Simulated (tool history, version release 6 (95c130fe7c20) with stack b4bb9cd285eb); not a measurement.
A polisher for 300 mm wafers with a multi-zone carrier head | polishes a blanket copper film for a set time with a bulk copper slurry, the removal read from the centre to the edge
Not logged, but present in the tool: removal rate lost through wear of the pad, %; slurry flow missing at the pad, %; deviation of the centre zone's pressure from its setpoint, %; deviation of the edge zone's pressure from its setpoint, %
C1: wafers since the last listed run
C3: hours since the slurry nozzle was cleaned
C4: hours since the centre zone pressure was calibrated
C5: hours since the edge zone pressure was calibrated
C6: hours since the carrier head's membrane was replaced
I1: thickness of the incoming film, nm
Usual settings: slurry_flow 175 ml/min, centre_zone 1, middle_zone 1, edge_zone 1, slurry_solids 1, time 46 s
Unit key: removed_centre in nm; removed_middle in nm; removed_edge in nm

run 1 hour=0 | slurry_flow=175 centre_zone=1 middle_zone=1 edge_zone=1 slurry_solids=1 time=46 | C1=0 wafers_polished_on_this_pad=1459 C3=97 C4=636.3 C5=42.3 C6=872.3 | I1=2898.3 | removed_centre=510.8 removed_middle=500.4 removed_edge=523.1
run 2 hour=29.3 | slurry_flow=175 centre_zone=1 middle_zone=1 edge_zone=1 slurry_solids=1 time=46 | C1=314 wafers_polished_on_this_pad=1773 C3=126.3 C4=665.6 C5=71.6 C6=901.6 | I1=2911.7 | removed_centre=516 removed_middle=509 removed_edge=524.4
run 3 hour=75.4 | slurry_flow=175 centre_zone=1 middle_zone=1 edge_zone=1 slurry_solids=1 time=46 | C1=494 wafers_polished_on_this_pad=2267 C3=172.4 C4=711.7 C5=117.7 C6=947.7 | I1=2892.9 | removed_centre=516.1 removed_middle=507.9 removed_edge=525.8
run 4 hour=115.3 | slurry_flow=175 centre_zone=1 middle_zone=1 edge_zone=1.11 slurry_solids=1 time=32 | C1=427 wafers_polished_on_this_pad=2695 C3=212.3 C4=751.6 C5=157.6 C6=987.6 | I1=2925.5 | removed_centre=366.7 removed_middle=350.7 removed_edge=381.2
run 5 hour=181 | slurry_flow=200 centre_zone=1 middle_zone=1 edge_zone=1 slurry_solids=1 time=46 | C1=704 wafers_polished_on_this_pad=3400 C3=278 C4=817.3 C5=223.3 C6=1053.3 | I1=2892.4 | removed_centre=526 removed_middle=516.9 removed_edge=532.7
-- hour=192 worn pad replaced by a new one
run 6 hour=228.5 | slurry_flow=175 centre_zone=0.92 middle_zone=1 edge_zone=1 slurry_solids=1 time=42 | C1=466 wafers_polished_on_this_pad=391 C3=325.5 C4=864.8 C5=270.8 C6=1100.8 | I1=2875.6 | removed_centre=439.7 removed_middle=468 removed_edge=474.1
run 7 hour=285.1 | slurry_flow=175 centre_zone=1.06 middle_zone=1 edge_zone=1 slurry_solids=1 time=46 | C1=607 wafers_polished_on_this_pad=998 C3=382.1 C4=921.4 C5=327.4 C6=1157.4 | I1=2907.8 | removed_centre=544.4 removed_middle=497.5 removed_edge=524.6
run 8 hour=325.5 | slurry_flow=175 centre_zone=1 middle_zone=1 edge_zone=1 slurry_solids=1 time=46 | C1=433 wafers_polished_on_this_pad=1432 C3=422.5 C4=961.8 C5=367.8 C6=1197.8 | I1=2859.5 | removed_centre=526.8 removed_middle=503 removed_edge=521.4
run 9 hour=373.3 | slurry_flow=135 centre_zone=1 middle_zone=1 edge_zone=1 slurry_solids=1 time=55 | C1=512 wafers_polished_on_this_pad=1945 C3=470.3 C4=1009.6 C5=415.6 C6=1245.6 | I1=2876.2 | removed_centre=606.6 removed_middle=582.5 removed_edge=610.4
run 10 hour=444.2 | slurry_flow=175 centre_zone=1 middle_zone=1 edge_zone=1 slurry_solids=1.3 time=46 | C1=760 wafers_polished_on_this_pad=2705 C3=541.2 C4=1080.5 C5=486.5 C6=1316.5 | I1=2893.7 | removed_centre=553.9 removed_middle=540 removed_edge=553.8
run 11 hour=506.1 | slurry_flow=230 centre_zone=1 middle_zone=1 edge_zone=1 slurry_solids=1 time=52 | C1=663 wafers_polished_on_this_pad=3369 C3=603.1 C4=1142.4 C5=548.4 C6=1378.4 | I1=2852.6 | removed_centre=623.7 removed_middle=593.3 removed_edge=599.5
-- hour=552.8 centre zone pressure recalibrated
-- hour=560.7 carrier head's membrane replaced by a new one
-- hour=574.5 worn pad replaced by a new one
run 12 hour=575 | slurry_flow=175 centre_zone=1 middle_zone=1 edge_zone=1 slurry_solids=1 time=46 | C1=621 wafers_polished_on_this_pad=5 C3=672 C4=22.2 C5=617.3 C6=14.3 | I1=2899.8 | removed_centre=507.3 removed_middle=508.6 removed_edge=523.3
-- hour=616.4 slurry nozzle cleaned
run 13 hour=627.2 | slurry_flow=175 centre_zone=1 middle_zone=1 edge_zone=1 slurry_solids=1 time=46 | C1=549 wafers_polished_on_this_pad=554 C3=10.8 C4=74.4 C5=669.5 C6=66.5 | I1=2928.9 | removed_centre=502.7 removed_middle=503.2 removed_edge=528.9
run 14 hour=661.2 | slurry_flow=205 centre_zone=1.11 middle_zone=0.91 edge_zone=1 slurry_solids=1 time=57 | C1=364 wafers_polished_on_this_pad=919 C3=44.8 C4=108.4 C5=703.5 C6=100.5 | I1=2932 | removed_centre=706.7 removed_middle=591.5 removed_edge=649.5
run 15 hour=700.8 | slurry_flow=175 centre_zone=1 middle_zone=1 edge_zone=1 slurry_solids=1 time=56 | C1=424 wafers_polished_on_this_pad=1343 C3=84.4 C4=148 C5=743.1 C6=140.1 | I1=2878 | removed_centre=605.1 removed_middle=613.4 removed_edge=635.9
run 16 hour=753.6 | slurry_flow=175 centre_zone=1 middle_zone=1 edge_zone=1 slurry_solids=1 time=46 | C1=566 wafers_polished_on_this_pad=1910 C3=137.2 C4=200.8 C5=795.9 C6=192.9 | I1=2897.6 | removed_centre=504.8 removed_middle=501.9 removed_edge=519.5
run 17 hour=817.8 | slurry_flow=175 centre_zone=1.12 middle_zone=1 edge_zone=1 slurry_solids=1 time=51 | C1=688 wafers_polished_on_this_pad=2598 C3=201.4 C4=265 C5=860.1 C6=257.1 | I1=2897.9 | removed_centre=626.6 removed_middle=556.3 removed_edge=580.2
run 18 hour=842.5 | slurry_flow=175 centre_zone=1 middle_zone=1 edge_zone=1 slurry_solids=1 time=46 | C1=264 wafers_polished_on_this_pad=2863 C3=226.1 C4=289.7 C5=884.8 C6=281.8 | I1=2833.4 | removed_centre=494.2 removed_middle=502.5 removed_edge=517.5

Forecast run 19:
run 19 hour=913.1 | slurry_flow=225 centre_zone=1.07 middle_zone=1.04 edge_zone=1 slurry_solids=1 time=46 | C1=757 wafers_polished_on_this_pad=3621 C3=296.7 C4=360.3 C5=955.4 C6=352.4 | I1=2944.5 | removed_centre=? removed_middle=? removed_edge=?

Run 19 gave removed_centre 542.6 nm, removed_middle 531.1 nm, removed_edge 541.5 nm.
Take away the tool's hidden state, keep the run-to-run variation as it was, and the same run would have given removed_centre 542.4 nm, removed_middle 531.1 nm, removed_edge 541.5 nm.
